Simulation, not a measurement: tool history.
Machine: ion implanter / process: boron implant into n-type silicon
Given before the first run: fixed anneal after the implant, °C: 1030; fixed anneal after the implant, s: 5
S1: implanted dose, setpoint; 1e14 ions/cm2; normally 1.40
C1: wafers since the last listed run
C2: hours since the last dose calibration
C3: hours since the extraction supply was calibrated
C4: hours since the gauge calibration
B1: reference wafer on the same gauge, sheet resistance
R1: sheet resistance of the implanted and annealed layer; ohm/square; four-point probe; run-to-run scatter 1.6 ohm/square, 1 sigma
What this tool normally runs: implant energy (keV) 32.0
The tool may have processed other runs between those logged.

Run 1, day 0.000: usual settings; C1 0; C2 543.5; C3 3433.0; C4 378.2; B1 647.85. Result: R1 592.87 ohm/square.
Run 2, day 1.367: usual settings; C1 781; C2 576.3; C3 3465.8; C4 411.0; B1 648.51. Result: R1 590.64 ohm/square.
Run 3, day 1.938: usual settings but S1 1.68 1e14 ions/cm2; C1 326; C2 590.0; C3 3479.5; C4 424.7; B1 647.76. Result: R1 517.10 ohm/square.
Run 4, day 2.779: usual settings but S1 1.68 1e14 ions/cm2; C1 481; C2 610.2; C3 3499.7; C4 444.9; B1 648.64. Result: R1 516.46 ohm/square.
Run 5, day 3.575: usual settings but S1 1.68 1e14 ions/cm2; C1 454; C2 629.3; C3 3518.8; C4 464.0; B1 648.00. Result: R1 517.66 ohm/square.
Run 6, day 5.038: usual settings but S1 1.31 1e14 ions/cm2; C1 835; C2 664.4; C3 3553.9; C4 499.1; B1 648.30. Result: R1 623.27 ohm/square.
Run 7, day 6.304: usual settings but S1 1.31 1e14 ions/cm2; C1 723; C2 694.8; C3 3584.3; C4 529.5; B1 648.33. Result: R1 620.72 ohm/square.
Run 8, day 7.088: usual settings but S1 1.31 1e14 ions/cm2; C1 447; C2 713.6; C3 3603.1; C4 548.3; B1 647.59. Result: R1 624.49 ohm/square.
At day 7.817: extraction supply calibrated.
Run 9, day 8.433: usual settings but S1 1.16 1e14 ions/cm2; C1 578; C2 745.9; C3 14.8; C4 580.6; B1 648.49. Result: R1 680.37 ohm/square.
Run 10, day 9.742: usual settings but S1 1.16 1e14 ions/cm2; C1 747; C2 777.3; C3 46.2; C4 612.0; B1 647.69. Result: R1 678.75 ohm/square.
At day 10.221: gauge calibrated.
Run 11, day 10.296: usual settings but S1 1.16 1e14 ions/cm2; C1 316; C2 790.6; C3 59.5; C4 1.8; B1 647.57. Result: R1 679.83 ohm/square.
Run 12, day 11.138: usual settings but S1 1.02 1e14 ions/cm2, implant energy (keV) 21.0; C1 481; C2 810.8; C3 79.7; C4 22.0; B1 647.92. Result: R1 809.80 ohm/square.
Run 13, day 12.554: usual settings; C1 809; C2 844.8; C3 113.7; C4 56.0; B1 648.23. Result: R1 593.48 ohm/square.
At day 13.917: Faraday cup replaced and dose calibrated.
Run 14, day 13.938: usual settings but S1 1.05 1e14 ions/cm2, implant energy (keV) 24.0; C1 600; C2 0.5; C3 146.9; C4 89.2; B1 647.56. Result: R1 774.04 ohm/square.
Run 15, day 14.954: usual settings but S1 1.60 1e14 ions/cm2, implant energy (keV) 40.0; C1 581; C2 24.9; C3 171.3; C4 113.6; B1 648.72. Result: R1 517.53 ohm/square.

Run 16 is up next; what results do you expect?
Run 16, day 16.021: usual settings but S1 1.75 1e14 ions/cm2, implant energy (keV) 41.5; C1 609; C2 50.5; C3 196.9; C4 139.2; B1 ?. Result: R1 ?.

{"run 16": {"B1": 648.41, "R1": 480.91}}
With no hidden state in the tool, this same run would have given R1 480.91 ohm/square.
